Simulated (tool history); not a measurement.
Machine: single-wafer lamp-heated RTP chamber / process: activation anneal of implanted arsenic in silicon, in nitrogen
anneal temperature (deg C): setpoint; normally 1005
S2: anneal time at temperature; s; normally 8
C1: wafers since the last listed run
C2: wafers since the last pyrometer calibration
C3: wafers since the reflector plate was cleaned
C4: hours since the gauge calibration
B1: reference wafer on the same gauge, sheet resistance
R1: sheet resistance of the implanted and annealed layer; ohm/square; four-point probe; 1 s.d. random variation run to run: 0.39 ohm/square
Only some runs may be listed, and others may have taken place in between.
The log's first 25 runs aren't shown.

{"run": 26, "hour": 696.9, "anneal temperature (deg C)": 1022, "S2": 8, "C1": 388, "C2": 2665, "C3": 809, "C4": 877.1, "B1": 106.09, "R1": 124.47}
{"hour": 725.1, "done": "pyrometer window cleaned and pyrometer calibrated"}
{"run": 27, "hour": 725.6, "anneal temperature (deg C)": 985, "S2": 4, "C1": 313, "C2": 7, "C3": 1123, "C4": 905.8, "B1": 105.88, "R1": 141.81}
{"run": 28, "hour": 747.7, "anneal temperature (deg C)": 1005, "S2": 8, "C1": 335, "C2": 342, "C3": 1458, "C4": 927.9, "B1": 106.05, "R1": 128.45}
{"run": 29, "hour": 768.7, "anneal temperature (deg C)": 980, "S2": 3, "C1": 318, "C2": 661, "C3": 1777, "C4": 948.9, "B1": 105.98, "R1": 144.91}
{"hour": 787.7, "done": "gauge calibrated"}
{"run": 30, "hour": 793.8, "anneal temperature (deg C)": 1028, "S2": 4, "C1": 380, "C2": 1041, "C3": 2157, "C4": 6.1, "B1": 105.97, "R1": 128.82}
{"run": 31, "hour": 827.4, "anneal temperature (deg C)": 976, "S2": 10, "C1": 509, "C2": 1551, "C3": 2667, "C4": 39.7, "B1": 106.05, "R1": 135.77}
{"run": 32, "hour": 850.4, "anneal temperature (deg C)": 984, "S2": 11, "C1": 348, "C2": 1900, "C3": 3016, "C4": 62.7, "B1": 106.15, "R1": 132.48}
{"run": 33, "hour": 883.2, "anneal temperature (deg C)": 1005, "S2": 8, "C1": 497, "C2": 2397, "C3": 3513, "C4": 95.5, "B1": 105.9, "R1": 128.4}
{"hour": 908.9, "done": "pyrometer window cleaned and pyrometer calibrated"}
{"run": 34, "hour": 917.4, "anneal temperature (deg C)": 984, "S2": 10, "C1": 397, "C2": 128, "C3": 3911, "C4": 129.7, "B1": 106.2, "R1": 132.77}
{"run": 35, "hour": 942.1, "anneal temperature (deg C)": 989, "S2": 5, "C1": 374, "C2": 503, "C3": 4285, "C4": 154.4, "B1": 106.06, "R1": 138.05}
{"run": 36, "hour": 972.1, "anneal temperature (deg C)": 1005, "S2": 8, "C1": 455, "C2": 958, "C3": 4740, "C4": 184.4, "B1": 106.05, "R1": 127.54}
{"run": 37, "hour": 986.0, "anneal temperature (deg C)": 976, "S2": 8, "C1": 210, "C2": 1169, "C3": 4951, "C4": 198.3, "B1": 105.97, "R1": 137.11}
{"run": 38, "hour": 1002.8, "anneal temperature (deg C)": 1005, "S2": 8, "C1": 254, "C2": 1424, "C3": 5206, "C4": 215.1, "B1": 105.95, "R1": 128.31}

Forecast each of these 3 alternatives for the next run:
{"run": "A", "hour": 1003.2, "anneal temperature (deg C)": 1005, "S2": 8, "C1": 6, "C2": 1430, "C3": 5212, "C4": 215.5, "B1": "?", "R1": "?"}
{"run": "B", "hour": 1003.2, "anneal temperature (deg C)": 997, "S2": 5, "C1": 6, "C2": 1430, "C3": 5212, "C4": 215.5, "B1": "?", "R1": "?"}
{"run": "C", "hour": 1003.2, "anneal temperature (deg C)": 1017, "S2": 10, "C1": 6, "C2": 1430, "C3": 5212, "C4": 215.5, "B1": "?", "R1": "?"}

run=A B1=105.93 R1=127.86
run=B B1=105.93 R1=134.85
run=C B1=105.93 R1=122.48
The same runs, with their run-to-run variation unchanged, on a tool lacking any hidden condition would have given:
run=A R1=129.66
run=B R1=136.75
run=C R1=124.08

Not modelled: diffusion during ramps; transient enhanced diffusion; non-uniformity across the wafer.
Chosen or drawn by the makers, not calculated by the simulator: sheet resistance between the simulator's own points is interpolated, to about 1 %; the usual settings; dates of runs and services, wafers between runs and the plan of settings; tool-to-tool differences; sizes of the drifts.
